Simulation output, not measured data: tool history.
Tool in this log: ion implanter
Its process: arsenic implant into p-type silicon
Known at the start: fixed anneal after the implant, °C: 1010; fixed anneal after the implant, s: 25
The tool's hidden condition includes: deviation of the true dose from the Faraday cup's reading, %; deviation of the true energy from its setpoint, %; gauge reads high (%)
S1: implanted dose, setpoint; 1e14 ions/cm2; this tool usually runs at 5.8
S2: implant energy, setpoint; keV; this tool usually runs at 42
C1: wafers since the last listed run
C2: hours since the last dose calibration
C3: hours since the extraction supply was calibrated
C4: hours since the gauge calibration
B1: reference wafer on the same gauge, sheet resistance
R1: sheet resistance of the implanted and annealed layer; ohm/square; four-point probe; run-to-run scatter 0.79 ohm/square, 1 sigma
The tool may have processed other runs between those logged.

run,hour,S1,S2,C1,C2,C3,C4,B1,R1
1,0,5.8,42,0,363.1,2172,425.5,164.84,155.88
2,52.3,5.8,42,866,415.4,2224.3,477.8,165.04,154.61
3,86.2,5.8,42,561,449.3,2258.2,511.7,164.91,154.92
4,108,5.8,42,361,471.1,2280,533.5,164.74,156.68
5,121.1,5.8,42,217,484.2,2293.1,546.6,164.98,155.15
6,149.1,5.8,42,464,512.2,2321.1,574.6,165.15,156.02
7,180,6.73,42,512,543.1,2352,605.5,165.23,138.75
8,194.7,5.8,42,243,557.8,2366.7,620.2,164.86,154.6
9,213.4,5.8,42,309,576.5,2385.4,638.9,165.18,155.09
10,235.4,5.8,49,364,598.5,2407.4,660.9,164.9,152.54
11,251,5.8,42,258,614.1,2423,676.5,164.91,156.46
12,264.1,5.8,42,217,627.2,2436.1,689.6,165.13,156.14
13,290.1,4.45,53.5,430,653.2,2462.1,715.6,164.94,184.34
14,305.8,4.45,53.5,260,668.9,2477.8,731.3,164.84,183.47
# hour 319.1: extraction supply calibrated
15,328.5,5.8,42,243,691.6,9.4,754,164.78,154.72
16,351.8,7.08,36.5,386,714.9,32.7,777.3,164.96,136
17,379.6,5.8,42,460,742.7,60.5,805.1,164.94,154.57
18,395.6,6.45,49,265,758.7,76.5,821.1,165.07,139.55
19,428.2,5.8,30,540,791.3,109.1,853.7,165.09,164.04
20,455.9,4.71,31.5,459,819,136.8,881.4,164.97,189.44
21,476.6,5.8,42,343,839.7,157.5,902.1,165.06,153.76
22,508,5.8,28,520,871.1,188.9,933.5,165,166.13
23,534.7,5.8,42,442,897.8,215.6,960.2,165.39,154.93
24,547.6,4.17,31,213,910.7,228.5,973.1,165.1,206.81
# hour 562.8: Faraday cup replaced and dose calibrated
25,601.5,7.11,36,760,38.7,282.4,1027,164.75,138.84
26,620.9,6.44,42,321,58.1,301.8,1046.4,164.79,146.75
# hour 623.8: gauge calibrated
27,633.6,4.27,28,210,70.8,314.5,9.8,164.9,212.29
28,654.3,4.73,54.5,343,91.5,335.2,30.5,164.77,178.31
29,672.8,7.3,35,306,110,353.7,49,165.16,137.48
30,687.3,6.8,52,240,124.5,368.2,63.5,164.99,134.92
31,714.9,6.99,38,457,152.1,395.8,91.1,165.01,138.83
32,744.9,6.26,33,497,182.1,425.8,121.1,164.64,153.98
33,773.5,4.66,42,473,210.7,454.4,149.7,165.04,186.32
34,805.8,4.46,42,535,243,486.7,182,164.85,191.22
35,822.2,4.66,42,271,259.4,503.1,198.4,164.97,184.72
36,845.3,6.34,31,382,282.5,526.2,221.5,165.07,153.64

For each run, what was the tool's unlogged condition?
deviation of the true energy from its setpoint, %: 0, the same for each run
gauge reads high (%): 0, the same for each run
H1: deviation of the true dose from the Faraday cup's reading, %
run,H1
1,4.27
2,4.5
3,4.64
4,4.72
5,4.76
6,4.85
7,4.94
8,4.98
9,5.03
10,5.08
11,5.11
12,5.14
13,5.19
14,5.22
15,5.26
16,5.3
17,5.34
18,5.36
19,5.4
20,5.43
21,5.46
22,5.49
23,5.51
24,5.52
25,1.54
26,1.81
27,1.98
28,2.24
29,2.45
30,2.62
31,2.9
32,3.19
33,3.43
34,3.69
35,3.8
36,3.96
